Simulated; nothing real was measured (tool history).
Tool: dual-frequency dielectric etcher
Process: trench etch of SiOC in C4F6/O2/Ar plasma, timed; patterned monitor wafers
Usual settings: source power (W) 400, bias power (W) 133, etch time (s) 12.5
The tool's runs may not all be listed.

run,hour,source power (W),bias power (W),etch time (s),"read-back reference wafer on the same gauge, depth_nm",mean etch depth across the wafer (Å)
1,0.0,400,133,12.5,19.81,230.3
2,36.2,400,133,12.5,19.80,228.4
3,71.2,360,133,12.5,19.79,221.8
4,135.6,360,133,12.5,19.76,220.7
5,194.2,400,133,14.0,19.82,253.8
# hour 237.7: wet clean of the chamber
6,257.3,400,133,12.5,19.77,235.0
7,293.4,480,133,12.5,19.76,243.8
8,318.2,370,133,12.5,19.82,229.1
9,388.1,400,133,12.5,19.77,229.6
10,426.4,400,133,12.5,19.80,231.3
11,470.3,400,133,12.5,19.79,230.1
12,528.6,400,133,12.5,19.80,228.0
# hour 574.5: wet clean of the chamber
13,643.0,400,133,12.5,19.83,233.6
# hour 702.3: source power generator calibrated
14,707.3,440,133,12.5,19.82,238.3
# hour 753.1: upper electrode replaced
15,764.4,400,125,16.5,19.81,295.9
16,806.5,340,143,14.5,19.81,260.8
# hour 823.4: gauge calibrated
# hour 893.2: wet clean of the chamber
17,893.7,400,145,15.5,19.80,298.4
18,909.8,400,161,14.5,19.77,285.5
# hour 960.6: bias power generator calibrated
19,974.2,400,145,12.5,19.83,240.2
20,1034.6,400,133,12.5,19.82,231.8
21,1076.6,400,133,12.5,19.80,230.9
22,1116.9,400,133,12.5,19.85,228.7
23,1180.8,400,133,12.5,19.78,227.6
24,1231.6,310,147,15.5,19.82,270.5
# hour 1287.5: wet clean of the chamber
25,1288.0,480,159,10.0,19.85,205.6
26,1340.0,400,123,10.0,19.76,183.3

The same runs without the tool's hidden state, with the same run-to-run variation:
The hidden state here: etch rate over this chamber's usual, %; source power that arrives over what is set, %; bias power that arrives over what is set, %; gauge reads high (%).
run,mean etch depth across the wafer (Å)
1,235.1
2,234.0
3,228.2
4,228.6
5,264.4
6,234.8
7,244.5
8,230.3
9,232.5
10,235.0
11,234.9
12,234.1
13,235.7
14,242.0
15,302.2
16,267.6
17,298.2
18,285.8
19,242.1
20,235.0
21,235.0
22,233.8
23,234.2
24,279.8
25,206.1
26,184.6

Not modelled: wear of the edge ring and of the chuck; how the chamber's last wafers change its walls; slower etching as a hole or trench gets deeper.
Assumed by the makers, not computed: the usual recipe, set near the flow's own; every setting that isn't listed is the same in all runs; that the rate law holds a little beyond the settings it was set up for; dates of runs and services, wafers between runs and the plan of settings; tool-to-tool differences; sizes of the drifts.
